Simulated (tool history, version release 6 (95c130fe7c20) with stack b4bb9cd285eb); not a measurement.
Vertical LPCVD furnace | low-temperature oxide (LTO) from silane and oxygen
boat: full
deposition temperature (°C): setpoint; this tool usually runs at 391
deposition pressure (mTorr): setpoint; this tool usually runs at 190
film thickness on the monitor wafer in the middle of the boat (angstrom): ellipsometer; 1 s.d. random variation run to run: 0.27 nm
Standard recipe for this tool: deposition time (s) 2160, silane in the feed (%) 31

run,day,deposition temperature (°C),deposition pressure (mTorr),deposition time (s),silane in the feed (%),"read-back reference wafer on the same gauge, thickness",film thickness on the monitor wafer in the middle of the boat (angstrom)
1,0,391,190,2160,28,189.98,1501.2
2,0.488,391,190,2160,28,189.98,1500.3
3,1.275,391,190,2160,28,189.88,1505.5
4,1.729,391,190,2160,35,190.07,2077.4
5,2.583,391,190,2160,31,190.02,1750.2
6,3.45,391,190,2160,31,190,1747.2
7,3.871,391,190,2160,31,190.05,1751.9
8,4.75,391,190,2160,31,189.98,1749.7
9,5.196,391,190,2160,31,190.05,1754.5
# day 6.317: pressure gauge zeroed
10,6.338,391,190,2160,31,190.05,1822.8
11,6.55,391,190,2160,31,189.96,1825.2
12,6.979,391,190,2160,31,189.98,1818.7
# day 8.362: thermocouples replaced and temperature profile calibrated
13,8.383,391,190,2160,31,190.02,1820
14,8.592,391,190,2160,31,189.92,1826.4
15,8.804,391,190,2160,31,190.07,1819.7
16,9.017,391,190,2730,33,189.94,2516
17,9.383,379,190,2160,31,190,1566.1
18,9.779,391,210,2880,27,189.96,2178.5
# day 10.196: gauge calibrated
19,10.612,391,190,2160,31,189.97,1815.6
20,10.958,399,230,1800,29,190.03,1830.4
21,11.288,400,220,1770,26,189.99,1477.7
22,11.879,391,190,2160,31,190.02,1816.8
# day 13.392: silane flow controller replaced
23,14.062,391,190,2970,31,190.12,2498
24,14.396,391,175,1380,33,189.96,1167.7
25,14.929,391,190,2160,28,190.1,1552.1
26,15.588,391,190,2160,31,189.96,1812.9
27,15.992,391,190,2880,31,189.97,2420.3
28,16.329,391,190,2160,31,189.94,1811.4
29,16.679,391,190,2160,31,189.97,1809.7
30,17.175,391,165,1620,31,189.98,1174.2
31,17.788,391,225,2160,31,189.98,2146.3

Results per run with the tool's hidden condition removed, run-to-run variation unchanged:
The hidden state here: true tube temperature minus thermocouple reading, K; true pressure minus gauge reading, mTorr; deviation of the silane flow from its setpoint, %; gauge reads high (%).
run,film thickness on the monitor wafer in the middle of the boat (angstrom)
1,1571.1
2,1570.3
3,1575.7
4,2174.5
5,1832.1
6,1829
7,1834
8,1831.8
9,1836.9
10,1830.7
11,1833.5
12,1827.7
13,1831.5
14,1838.3
15,1831.9
16,2533.4
17,1577.5
18,2193.5
19,1830.8
20,1843.5
21,1489.2
22,1834.2
23,2526.6
24,1182.6
25,1571
26,1836
27,2452
28,1835.6
29,1834.4
30,1193.3
31,2172.7
